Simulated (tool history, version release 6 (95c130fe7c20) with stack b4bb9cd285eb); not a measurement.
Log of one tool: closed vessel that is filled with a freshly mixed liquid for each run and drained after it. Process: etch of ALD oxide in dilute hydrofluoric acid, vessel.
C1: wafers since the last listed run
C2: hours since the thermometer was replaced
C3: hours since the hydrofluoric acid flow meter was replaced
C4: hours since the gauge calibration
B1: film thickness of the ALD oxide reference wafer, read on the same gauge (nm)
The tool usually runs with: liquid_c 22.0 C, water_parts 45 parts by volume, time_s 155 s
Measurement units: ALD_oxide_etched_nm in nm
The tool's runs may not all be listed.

{"run": 1, "day": 0.0, "liquid_c": 22.0, "water_parts": 45, "time_s": 200, "C1": 0, "C2": 1259.8, "C3": 107.9, "C4": 298.1, "B1": 120.0, "ALD_oxide_etched_nm": 59.84}
{"run": 2, "day": 3.608, "liquid_c": 22.0, "water_parts": 45, "time_s": 155, "C1": 9785, "C2": 1346.4, "C3": 194.5, "C4": 384.7, "B1": 120.01, "ALD_oxide_etched_nm": 47.13}
{"run": 3, "day": 6.646, "liquid_c": 22.0, "water_parts": 45, "time_s": 155, "C1": 8237, "C2": 1419.3, "C3": 267.4, "C4": 457.6, "B1": 119.99, "ALD_oxide_etched_nm": 46.81}
{"run": 4, "day": 14.412, "liquid_c": 22.0, "water_parts": 45, "time_s": 155, "C1": 21062, "C2": 1605.7, "C3": 453.8, "C4": 644.0, "B1": 119.99, "ALD_oxide_etched_nm": 47.69}
{"run": 5, "day": 16.146, "liquid_c": 22.0, "water_parts": 45, "time_s": 155, "C1": 4700, "C2": 1647.3, "C3": 495.4, "C4": 685.6, "B1": 119.98, "ALD_oxide_etched_nm": 47.54}
{"run": 6, "day": 17.817, "liquid_c": 25.5, "water_parts": 45, "time_s": 155, "C1": 4531, "C2": 1687.4, "C3": 535.5, "C4": 725.7, "B1": 119.97, "ALD_oxide_etched_nm": 55.27}
{"run": 7, "day": 22.225, "liquid_c": 19.0, "water_parts": 35, "time_s": 155, "C1": 11954, "C2": 1793.2, "C3": 641.3, "C4": 831.5, "B1": 119.98, "ALD_oxide_etched_nm": 55.05}
{"run": 8, "day": 24.608, "liquid_c": 19.0, "water_parts": 35, "time_s": 155, "C1": 6463, "C2": 1850.4, "C3": 698.5, "C4": 888.7, "B1": 120.02, "ALD_oxide_etched_nm": 54.33}
{"day": 26.458, "done": "gauge calibrated"}
{"day": 27.429, "done": "thermometer replaced"}
{"run": 9, "day": 27.45, "liquid_c": 22.0, "water_parts": 45, "time_s": 155, "C1": 7593, "C2": 0.5, "C3": 766.7, "C4": 23.8, "B1": 119.99, "ALD_oxide_etched_nm": 47.83}
{"run": 10, "day": 29.329, "liquid_c": 22.0, "water_parts": 30, "time_s": 155, "C1": 5096, "C2": 45.6, "C3": 811.8, "C4": 68.9, "B1": 119.99, "ALD_oxide_etched_nm": 73.82}
{"run": 11, "day": 33.675, "liquid_c": 22.0, "water_parts": 30, "time_s": 155, "C1": 11785, "C2": 149.9, "C3": 916.1, "C4": 173.2, "B1": 119.97, "ALD_oxide_etched_nm": 73.5}
{"run": 12, "day": 42.3, "liquid_c": 22.0, "water_parts": 45, "time_s": 155, "C1": 23389, "C2": 356.9, "C3": 1123.1, "C4": 380.2, "B1": 120.0, "ALD_oxide_etched_nm": 48.53}
{"run": 13, "day": 43.875, "liquid_c": 26.0, "water_parts": 55, "time_s": 110, "C1": 4271, "C2": 394.7, "C3": 1160.9, "C4": 418.0, "B1": 120.03, "ALD_oxide_etched_nm": 33.05}
{"run": 14, "day": 46.629, "liquid_c": 22.0, "water_parts": 50, "time_s": 155, "C1": 7468, "C2": 460.8, "C3": 1227.0, "C4": 484.1, "B1": 120.02, "ALD_oxide_etched_nm": 43.75}
{"run": 15, "day": 50.175, "liquid_c": 22.0, "water_parts": 45, "time_s": 110, "C1": 9615, "C2": 545.9, "C3": 1312.1, "C4": 569.2, "B1": 120.01, "ALD_oxide_etched_nm": 34.64}
{"run": 16, "day": 61.888, "liquid_c": 22.0, "water_parts": 45, "time_s": 155, "C1": 31762, "C2": 827.0, "C3": 1593.2, "C4": 850.3, "B1": 120.01, "ALD_oxide_etched_nm": 49.96}

What does the tool deliver on the next run?
{"run": 17, "day": 64.325, "liquid_c": 23.5, "water_parts": 65, "time_s": 90, "C1": 6610, "C2": 885.5, "C3": 1651.7, "C4": 908.8, "B1": "?", "ALD_oxide_etched_nm": "?"}

{"run 17": {"B1": 120.01, "ALD_oxide_etched_nm": 21.01}}
Were there no unlogged condition in the tool, this run, its random variation unchanged, would have produced ALD_oxide_etched_nm 19.25 nm.
